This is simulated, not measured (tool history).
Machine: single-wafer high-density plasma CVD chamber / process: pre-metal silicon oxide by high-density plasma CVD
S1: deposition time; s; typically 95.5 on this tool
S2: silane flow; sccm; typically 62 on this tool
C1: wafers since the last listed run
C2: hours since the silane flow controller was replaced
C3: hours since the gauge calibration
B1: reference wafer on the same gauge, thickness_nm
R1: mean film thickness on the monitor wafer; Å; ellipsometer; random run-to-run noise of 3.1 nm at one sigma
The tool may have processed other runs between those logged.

Run 1, day 0: usual settings; C1 0; C2 3098.8; C3 621.1; B1 493.376. Result: R1 6082.54 Å.
Run 2, day 2.408: usual settings but S2 65 sccm; C1 857; C2 3156.6; C3 678.9; B1 493.914. Result: R1 6295.54 Å.
Run 3, day 4.504: usual settings; C1 746; C2 3206.9; C3 729.2; B1 494.046. Result: R1 6087.34 Å.
Run 4, day 6.142: usual settings; C1 583; C2 3246.2; C3 768.5; B1 494.529. Result: R1 6007.43 Å.
Run 5, day 10.588: usual settings; C1 1583; C2 3352.9; C3 875.2; B1 493.141. Result: R1 6075.14 Å.
Run 6, day 14.658: usual settings; C1 1450; C2 3450.6; C3 972.9; B1 495.359. Result: R1 6146.81 Å.
Run 7, day 18.517: usual settings; C1 1374; C2 3543.2; C3 1065.5; B1 494.267. Result: R1 6108.71 Å.
Run 8, day 21.708: usual settings but S1 106.2 s; C1 1136; C2 3619.8; C3 1142.1; B1 494.764. Result: R1 6679.67 Å.
Run 9, day 25.65: usual settings but S1 106.2 s; C1 1404; C2 3714.4; C3 1236.7; B1 493.773. Result: R1 6743.54 Å.
Run 10, day 29.533: usual settings but S1 106.2 s; C1 1383; C2 3807.6; C3 1329.9; B1 495.268. Result: R1 6742.83 Å.
Run 11, day 31.483: usual settings; C1 694; C2 3854.4; C3 1376.7; B1 493.999. Result: R1 6083.96 Å.
Run 12, day 38.642: usual settings but S1 109.1 s, S2 68 sccm; C1 2550; C2 4026.2; C3 1548.5; B1 493.306. Result: R1 7430.27 Å.
Run 13, day 46.712: usual settings but S1 109.1 s, S2 68 sccm; C1 2875; C2 4219.9; C3 1742.2; B1 494.721. Result: R1 7467.07 Å.
Run 14, day 51.15: usual settings but S2 55 sccm; C1 1580; C2 4326.4; C3 1848.7; B1 492.799. Result: R1 5515.32 Å.
Run 15, day 61.279: usual settings but S1 81.3 s, S2 73 sccm; C1 3608; C2 4569.5; C3 2091.8; B1 493.503. Result: R1 5907.69 Å.
At day 62.592: silane flow controller replaced.
Run 16, day 63.108: usual settings; C1 532; C2 12.4; C3 2135.7; B1 492.964. Result: R1 6088.89 Å.
Run 17, day 66.829: usual settings but S1 112.2 s, S2 69 sccm; C1 1325; C2 101.7; C3 2225; B1 493.999. Result: R1 7716.36 Å.
Run 18, day 70.929: usual settings but S2 68 sccm; C1 1460; C2 200.1; C3 2323.4; B1 494.796. Result: R1 6482.25 Å.
Run 19, day 74.429: usual settings but S1 104 s; C1 1246; C2 284.1; C3 2407.4; B1 494.582. Result: R1 6628.14 Å.
Run 20, day 77.896: usual settings; C1 1234; C2 367.3; C3 2490.6; B1 495.652. Result: R1 6083.38 Å.
Run 21, day 79.804: usual settings but S1 79 s, S2 72 sccm; C1 679; C2 413.1; C3 2536.4; B1 493.591. Result: R1 5644.69 Å.
At day 80.792: gauge calibrated.
Run 22, day 86.142: usual settings but S1 79.3 s, S2 74 sccm; C1 2257; C2 565.2; C3 128.4; B1 494.79. Result: R1 5787.33 Å.
Run 23, day 90.062: usual settings but S1 79 s, S2 71 sccm; C1 1396; C2 659.3; C3 222.5; B1 495.079. Result: R1 5569.09 Å.
Run 24, day 92.879: usual settings but S1 79.7 s, S2 74 sccm; C1 1003; C2 726.9; C3 290.1; B1 493.593. Result: R1 5843.32 Å.
Run 25, day 95.429: usual settings; C1 908; C2 788.1; C3 351.3; B1 493.885. Result: R1 6070.23 Å.
Run 26, day 99.083: usual settings but S2 73 sccm; C1 1301; C2 875.8; C3 439; B1 493.597. Result: R1 6904.24 Å.
Run 27, day 103.217: usual settings but S1 88.7 s, S2 71 sccm; C1 1472; C2 975; C3 538.2; B1 494.085. Result: R1 6287.79 Å.
Run 28, day 105.404: usual settings but S1 109.2 s, S2 57 sccm; C1 779; C2 1027.5; C3 590.7; B1 494.552. Result: R1 6471.73 Å.

What if the next run were any one of these 3? Each begins from the tool's condition after run 28:
Run A, day 105.421: usual settings; C1 5; C2 1027.9; C3 591.1; B1 ?. Result: R1 ?.
Run B, day 105.421: usual settings but S1 86.2 s, S2 51 sccm; C1 5; C2 1027.9; C3 591.1; B1 ?. Result: R1 ?.
Run C, day 105.421: usual settings but S1 79.2 s, S2 71 sccm; C1 5; C2 1027.9; C3 591.1; B1 ?. Result: R1 ?.

run       B1       R1
  A  494.448  6101.01
  B  494.448  4744.95
  C  494.448  5632.46
What these runs would have given with no unlogged condition in the tool:
run       R1
  A  6101.01
  B  4744.95
  C  5632.46

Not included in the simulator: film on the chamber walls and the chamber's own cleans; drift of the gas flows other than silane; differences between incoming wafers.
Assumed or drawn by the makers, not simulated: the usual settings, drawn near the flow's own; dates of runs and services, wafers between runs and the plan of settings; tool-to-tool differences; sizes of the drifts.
